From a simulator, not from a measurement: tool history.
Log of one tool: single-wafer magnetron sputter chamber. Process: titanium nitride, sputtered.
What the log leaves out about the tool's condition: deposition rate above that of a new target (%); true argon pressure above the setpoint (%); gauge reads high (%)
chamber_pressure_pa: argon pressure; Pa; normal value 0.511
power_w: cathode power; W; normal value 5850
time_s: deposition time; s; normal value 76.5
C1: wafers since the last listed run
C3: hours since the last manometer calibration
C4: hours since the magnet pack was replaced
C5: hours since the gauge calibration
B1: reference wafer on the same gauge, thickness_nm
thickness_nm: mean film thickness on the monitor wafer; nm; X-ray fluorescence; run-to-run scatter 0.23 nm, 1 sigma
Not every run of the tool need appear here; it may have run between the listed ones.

{"run": 1, "day": 0.0, "chamber_pressure_pa": 0.419, "power_w": 5850, "time_s": 76.5, "C1": 0, "wafers on the sputter target": 3771, "C3": 1204.1, "C4": 7857.4, "C5": 165.1, "B1": 80.939, "thickness_nm": 77.295}
{"run": 2, "day": 1.458, "chamber_pressure_pa": 0.419, "power_w": 5850, "time_s": 76.5, "C1": 411, "wafers on the sputter target": 4182, "C3": 1239.1, "C4": 7892.4, "C5": 200.1, "B1": 80.866, "thickness_nm": 77.221}
{"run": 3, "day": 2.55, "chamber_pressure_pa": 0.511, "power_w": 5850, "time_s": 76.5, "C1": 307, "wafers on the sputter target": 4490, "C3": 1265.3, "C4": 7918.6, "C5": 226.3, "B1": 80.901, "thickness_nm": 74.071}
{"run": 4, "day": 3.808, "chamber_pressure_pa": 0.511, "power_w": 5850, "time_s": 76.5, "C1": 354, "wafers on the sputter target": 4845, "C3": 1295.5, "C4": 7948.8, "C5": 256.5, "B1": 80.882, "thickness_nm": 73.338}
{"day": 6.354, "done": "gauge calibrated"}
{"day": 7.004, "done": "magnet pack replaced"}
{"run": 5, "day": 7.217, "chamber_pressure_pa": 0.511, "power_w": 5850, "time_s": 71.4, "C1": 866, "wafers on the sputter target": 5712, "C3": 1377.3, "C4": 5.1, "C5": 20.7, "B1": 80.983, "thickness_nm": 68.443}
{"run": 6, "day": 7.992, "chamber_pressure_pa": 0.511, "power_w": 5850, "time_s": 71.4, "C1": 218, "wafers on the sputter target": 5930, "C3": 1395.9, "C4": 23.7, "C5": 39.3, "B1": 80.828, "thickness_nm": 68.083}
{"day": 9.05, "done": "sputter target and shields replaced"}
{"run": 7, "day": 9.071, "chamber_pressure_pa": 0.511, "power_w": 5850, "time_s": 71.4, "C1": 210, "wafers on the sputter target": 5, "C3": 1421.8, "C4": 49.6, "C5": 65.2, "B1": 80.997, "thickness_nm": 70.883}
{"run": 8, "day": 9.562, "chamber_pressure_pa": 0.626, "power_w": 5850, "time_s": 76.5, "C1": 138, "wafers on the sputter target": 143, "C3": 1433.6, "C4": 61.4, "C5": 77.0, "B1": 80.937, "thickness_nm": 72.492}
{"run": 9, "day": 10.396, "chamber_pressure_pa": 0.626, "power_w": 5850, "time_s": 76.5, "C1": 234, "wafers on the sputter target": 378, "C3": 1453.6, "C4": 81.4, "C5": 97.0, "B1": 80.824, "thickness_nm": 72.224}
{"run": 10, "day": 11.071, "chamber_pressure_pa": 0.582, "power_w": 6300, "time_s": 63.1, "C1": 190, "wafers on the sputter target": 569, "C3": 1469.8, "C4": 97.6, "C5": 113.2, "B1": 80.886, "thickness_nm": 63.586}
{"run": 11, "day": 11.979, "chamber_pressure_pa": 0.44, "power_w": 5850, "time_s": 76.5, "C1": 256, "wafers on the sputter target": 825, "C3": 1491.6, "C4": 119.4, "C5": 135.0, "B1": 80.923, "thickness_nm": 77.69}
{"run": 12, "day": 13.233, "chamber_pressure_pa": 0.619, "power_w": 5000, "time_s": 76.5, "C1": 353, "wafers on the sputter target": 1178, "C3": 1521.7, "C4": 149.5, "C5": 165.1, "B1": 81.035, "thickness_nm": 64.292}
{"run": 13, "day": 13.871, "chamber_pressure_pa": 0.389, "power_w": 5200, "time_s": 82.9, "C1": 179, "wafers on the sputter target": 1358, "C3": 1537.0, "C4": 164.8, "C5": 180.4, "B1": 80.944, "thickness_nm": 78.956}
{"run": 14, "day": 15.125, "chamber_pressure_pa": 0.322, "power_w": 5850, "time_s": 76.5, "C1": 353, "wafers on the sputter target": 1712, "C3": 1567.1, "C4": 194.9, "C5": 210.5, "B1": 80.871, "thickness_nm": 81.719}
{"day": 15.842, "done": "capacitance manometer re-zeroed and calibrated"}
{"run": 15, "day": 16.512, "chamber_pressure_pa": 0.652, "power_w": 6650, "time_s": 65.4, "C1": 297, "wafers on the sputter target": 2009, "C3": 16.1, "C4": 228.2, "C5": 243.8, "B1": 80.933, "thickness_nm": 66.413}
{"run": 16, "day": 17.671, "chamber_pressure_pa": 0.66, "power_w": 5850, "time_s": 80.9, "C1": 326, "wafers on the sputter target": 2335, "C3": 43.9, "C4": 256.0, "C5": 271.6, "B1": 80.967, "thickness_nm": 75.004}
{"day": 18.133, "done": "gauge calibrated"}
{"run": 17, "day": 18.462, "chamber_pressure_pa": 0.511, "power_w": 5850, "time_s": 76.5, "C1": 223, "wafers on the sputter target": 2559, "C3": 62.9, "C4": 275.0, "C5": 7.9, "B1": 80.837, "thickness_nm": 74.926}
{"run": 18, "day": 19.721, "chamber_pressure_pa": 0.511, "power_w": 5850, "time_s": 76.5, "C1": 354, "wafers on the sputter target": 2913, "C3": 93.1, "C4": 305.2, "C5": 38.1, "B1": 80.984, "thickness_nm": 74.726}

What does the tool deliver on the next run?
{"run": 19, "day": 20.321, "chamber_pressure_pa": 0.511, "power_w": 4900, "time_s": 89.6, "C1": 169, "wafers on the sputter target": 3082, "C3": 107.5, "C4": 319.6, "C5": 52.5, "B1": "?", "thickness_nm": "?"}

B1: 80.954
thickness_nm: 77.680 nm
Without the tool's hidden state the same run would have given thickness_nm 78.683 nm.

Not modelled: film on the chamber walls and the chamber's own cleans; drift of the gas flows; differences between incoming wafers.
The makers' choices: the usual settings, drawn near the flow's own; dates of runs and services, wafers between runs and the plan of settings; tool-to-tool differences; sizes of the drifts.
